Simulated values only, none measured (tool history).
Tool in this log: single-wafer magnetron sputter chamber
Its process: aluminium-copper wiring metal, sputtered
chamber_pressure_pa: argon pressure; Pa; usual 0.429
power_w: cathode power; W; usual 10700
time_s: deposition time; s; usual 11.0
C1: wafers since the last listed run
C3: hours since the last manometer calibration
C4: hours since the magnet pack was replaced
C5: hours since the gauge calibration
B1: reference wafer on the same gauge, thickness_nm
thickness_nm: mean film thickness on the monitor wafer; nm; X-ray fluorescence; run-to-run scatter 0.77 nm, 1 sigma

run 1 day=0.000 | chamber_pressure_pa=0.293 power_w=10700 time_s=9.9 | C1=0 wafers_on_the_sputter_target=2650 C3=2512.9 C4=4287.8 C5=247.2 | B1=199.378 | thickness_nm=197.220
run 2 day=0.662 | chamber_pressure_pa=0.293 power_w=10700 time_s=9.9 | C1=404 wafers_on_the_sputter_target=3054 C3=2528.8 C4=4303.7 C5=263.1 | B1=199.608 | thickness_nm=197.044
-- day=1.258 sputter target and shields replaced
run 3 day=1.292 | chamber_pressure_pa=0.293 power_w=10700 time_s=9.9 | C1=180 wafers_on_the_sputter_target=20 C3=2543.9 C4=4318.8 C5=278.2 | B1=199.534 | thickness_nm=195.453
run 4 day=2.646 | chamber_pressure_pa=0.484 power_w=12400 time_s=11.0 | C1=825 wafers_on_the_sputter_target=846 C3=2576.4 C4=4351.3 C5=310.7 | B1=199.602 | thickness_nm=230.406
run 5 day=3.904 | chamber_pressure_pa=0.484 power_w=12400 time_s=11.0 | C1=767 wafers_on_the_sputter_target=1613 C3=2606.6 C4=4381.5 C5=340.9 | B1=199.988 | thickness_nm=231.975
run 6 day=4.475 | chamber_pressure_pa=0.484 power_w=12400 time_s=11.0 | C1=348 wafers_on_the_sputter_target=1961 C3=2620.3 C4=4395.2 C5=354.6 | B1=200.363 | thickness_nm=230.870
run 7 day=5.479 | chamber_pressure_pa=0.429 power_w=11500 time_s=9.7 | C1=612 wafers_on_the_sputter_target=2574 C3=2644.4 C4=4419.3 C5=378.7 | B1=200.331 | thickness_nm=195.872
-- day=7.138 sputter target and shields replaced
run 8 day=7.158 | chamber_pressure_pa=0.429 power_w=10700 time_s=11.0 | C1=820 wafers_on_the_sputter_target=11 C3=2684.7 C4=4459.6 C5=419.0 | B1=200.727 | thickness_nm=207.324
run 9 day=7.550 | chamber_pressure_pa=0.429 power_w=10700 time_s=11.0 | C1=238 wafers_on_the_sputter_target=250 C3=2694.1 C4=4469.0 C5=428.4 | B1=200.769 | thickness_nm=206.553
run 10 day=8.112 | chamber_pressure_pa=0.429 power_w=10700 time_s=11.0 | C1=343 wafers_on_the_sputter_target=593 C3=2707.6 C4=4482.5 C5=441.9 | B1=200.924 | thickness_nm=207.134
run 11 day=9.200 | chamber_pressure_pa=0.289 power_w=9200 time_s=9.9 | C1=663 wafers_on_the_sputter_target=1256 C3=2733.7 C4=4508.6 C5=468.0 | B1=201.357 | thickness_nm=169.666
-- day=9.888 capacitance manometer re-zeroed and calibrated
run 12 day=10.017 | chamber_pressure_pa=0.516 power_w=10700 time_s=11.0 | C1=294 wafers_on_the_sputter_target=1551 C3=3.1 C4=4528.2 C5=487.6 | B1=201.425 | thickness_nm=198.570
run 13 day=11.375 | chamber_pressure_pa=0.429 power_w=8600 time_s=12.9 | C1=828 wafers_on_the_sputter_target=2380 C3=35.7 C4=4560.8 C5=520.2 | B1=201.863 | thickness_nm=196.454
run 14 day=12.067 | chamber_pressure_pa=0.321 power_w=9950 time_s=12.0 | C1=421 wafers_on_the_sputter_target=2801 C3=52.3 C4=4577.4 C5=536.8 | B1=202.244 | thickness_nm=221.523
-- day=13.079 sputter target and shields replaced
-- day=13.362 gauge calibrated
-- day=13.896 magnet pack replaced
run 15 day=13.917 | chamber_pressure_pa=0.429 power_w=10700 time_s=11.0 | C1=721 wafers_on_the_sputter_target=307 C3=96.7 C4=0.5 C5=13.3 | B1=198.205 | thickness_nm=204.805
run 16 day=14.979 | chamber_pressure_pa=0.429 power_w=13250 time_s=9.2 | C1=648 wafers_on_the_sputter_target=955 C3=122.2 C4=26.0 C5=38.8 | B1=198.532 | thickness_nm=209.114
run 17 day=16.188 | chamber_pressure_pa=0.429 power_w=10700 time_s=11.0 | C1=736 wafers_on_the_sputter_target=1692 C3=151.2 C4=55.0 C5=67.8 | B1=198.747 | thickness_nm=203.491
run 18 day=17.042 | chamber_pressure_pa=0.489 power_w=9000 time_s=11.0 | C1=520 wafers_on_the_sputter_target=2213 C3=171.7 C4=75.5 C5=88.3 | B1=198.514 | thickness_nm=167.846
run 19 day=17.888 | chamber_pressure_pa=0.429 power_w=10700 time_s=11.0 | C1=515 wafers_on_the_sputter_target=2729 C3=192.0 C4=95.8 C5=108.6 | B1=198.805 | thickness_nm=205.899
run 20 day=18.871 | chamber_pressure_pa=0.492 power_w=10700 time_s=11.0 | C1=599 wafers_on_the_sputter_target=3329 C3=215.6 C4=119.4 C5=132.2 | B1=198.707 | thickness_nm=198.389
-- day=19.208 sputter target and shields replaced
run 21 day=19.908 | chamber_pressure_pa=0.429 power_w=10700 time_s=11.0 | C1=429 wafers_on_the_sputter_target=425 C3=240.5 C4=144.3 C5=157.1 | B1=198.694 | thickness_nm=204.534

Consider 5 possible next runs. They are alternatives, not a sequence: every one starts from the tool as it was left by run 21. What does each give?
run A day=19.925 | chamber_pressure_pa=0.429 power_w=8500 time_s=11.0 | C1=10 wafers_on_the_sputter_target=435 C3=240.9 C4=144.7 C5=157.5 | B1=? | thickness_nm=?
run B day=19.925 | chamber_pressure_pa=0.571 power_w=12200 time_s=12.4 | C1=10 wafers_on_the_sputter_target=435 C3=240.9 C4=144.7 C5=157.5 | B1=? | thickness_nm=?
run C day=19.925 | chamber_pressure_pa=0.429 power_w=9950 time_s=8.9 | C1=10 wafers_on_the_sputter_target=435 C3=240.9 C4=144.7 C5=157.5 | B1=? | thickness_nm=?
run D day=19.925 | chamber_pressure_pa=0.429 power_w=10700 time_s=9.4 | C1=10 wafers_on_the_sputter_target=435 C3=240.9 C4=144.7 C5=157.5 | B1=? | thickness_nm=?
run E day=19.925 | chamber_pressure_pa=0.355 power_w=9450 time_s=13.2 | C1=10 wafers_on_the_sputter_target=435 C3=240.9 C4=144.7 C5=157.5 | B1=? | thickness_nm=?

run=A B1=198.792 thickness_nm=163.683
run=B B1=198.792 thickness_nm=246.187
run=C B1=198.792 thickness_nm=154.326
run=D B1=198.792 thickness_nm=174.956
run=E B1=198.792 thickness_nm=225.168
With the hidden condition removed and each run's random variation left untouched, the same runs would have given:
run=A thickness_nm=163.835
run=B thickness_nm=246.416
run=C thickness_nm=154.469
run=D thickness_nm=175.118
run=E thickness_nm=225.377
